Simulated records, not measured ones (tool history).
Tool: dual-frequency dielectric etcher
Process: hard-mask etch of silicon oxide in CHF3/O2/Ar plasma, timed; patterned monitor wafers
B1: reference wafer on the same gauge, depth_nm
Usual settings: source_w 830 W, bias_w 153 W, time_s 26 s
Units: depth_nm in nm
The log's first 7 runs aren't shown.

-- hour=193.9 gauge calibrated
run 8 hour=196 | source_w=690 bias_w=153 time_s=23 | B1=66.7 | depth_nm=48.1
run 9 hour=214.2 | source_w=920 bias_w=124 time_s=26 | B1=66.7 | depth_nm=58.2
run 10 hour=232.5 | source_w=770 bias_w=178 time_s=32.5 | B1=66.7 | depth_nm=73.4
run 11 hour=264.9 | source_w=770 bias_w=178 time_s=32.5 | B1=66.7 | depth_nm=73.4
-- hour=270.9 source power generator calibrated
run 12 hour=295.1 | source_w=830 bias_w=173 time_s=24 | B1=66.7 | depth_nm=55.7
run 13 hour=321.7 | source_w=830 bias_w=153 time_s=24 | B1=66.7 | depth_nm=54.1
run 14 hour=350.6 | source_w=830 bias_w=142 time_s=26 | B1=66.7 | depth_nm=57.9
run 15 hour=383 | source_w=830 bias_w=153 time_s=26 | B1=66.7 | depth_nm=58.5
run 16 hour=408.5 | source_w=830 bias_w=153 time_s=26 | B1=66.7 | depth_nm=58.8
run 17 hour=421.8 | source_w=830 bias_w=153 time_s=26 | B1=66.7 | depth_nm=58.5
run 18 hour=435.4 | source_w=620 bias_w=130 time_s=19.5 | B1=66.7 | depth_nm=37.7
run 19 hour=459.9 | source_w=990 bias_w=127 time_s=28.5 | B1=66.7 | depth_nm=66.8
run 20 hour=488.3 | source_w=830 bias_w=153 time_s=26 | B1=66.7 | depth_nm=58.6
run 21 hour=506.5 | source_w=830 bias_w=153 time_s=26 | B1=66.7 | depth_nm=58.6
run 22 hour=540.5 | source_w=960 bias_w=153 time_s=26 | B1=66.7 | depth_nm=62.1
run 23 hour=568.8 | source_w=990 bias_w=123 time_s=21.5 | B1=66.7 | depth_nm=49.9
run 24 hour=593.1 | source_w=830 bias_w=153 time_s=26 | B1=66.7 | depth_nm=58.6
run 25 hour=608.4 | source_w=830 bias_w=143 time_s=30 | B1=66.7 | depth_nm=66.8
-- hour=646.5 wet clean of the chamber
run 26 hour=647 | source_w=830 bias_w=153 time_s=26 | B1=66.7 | depth_nm=58.6
run 27 hour=660.3 | source_w=670 bias_w=165 time_s=26 | B1=66.7 | depth_nm=54.6
run 28 hour=673.8 | source_w=830 bias_w=186 time_s=21.5 | B1=66.7 | depth_nm=50.6

Forecast run 29:
run 29 hour=701.7 | source_w=830 bias_w=165 time_s=26 | B1=? | depth_nm=?

B1: 66.7
depth_nm: 59.5 nm
Without the tool's hidden state the same run would have given depth_nm 59.5 nm.
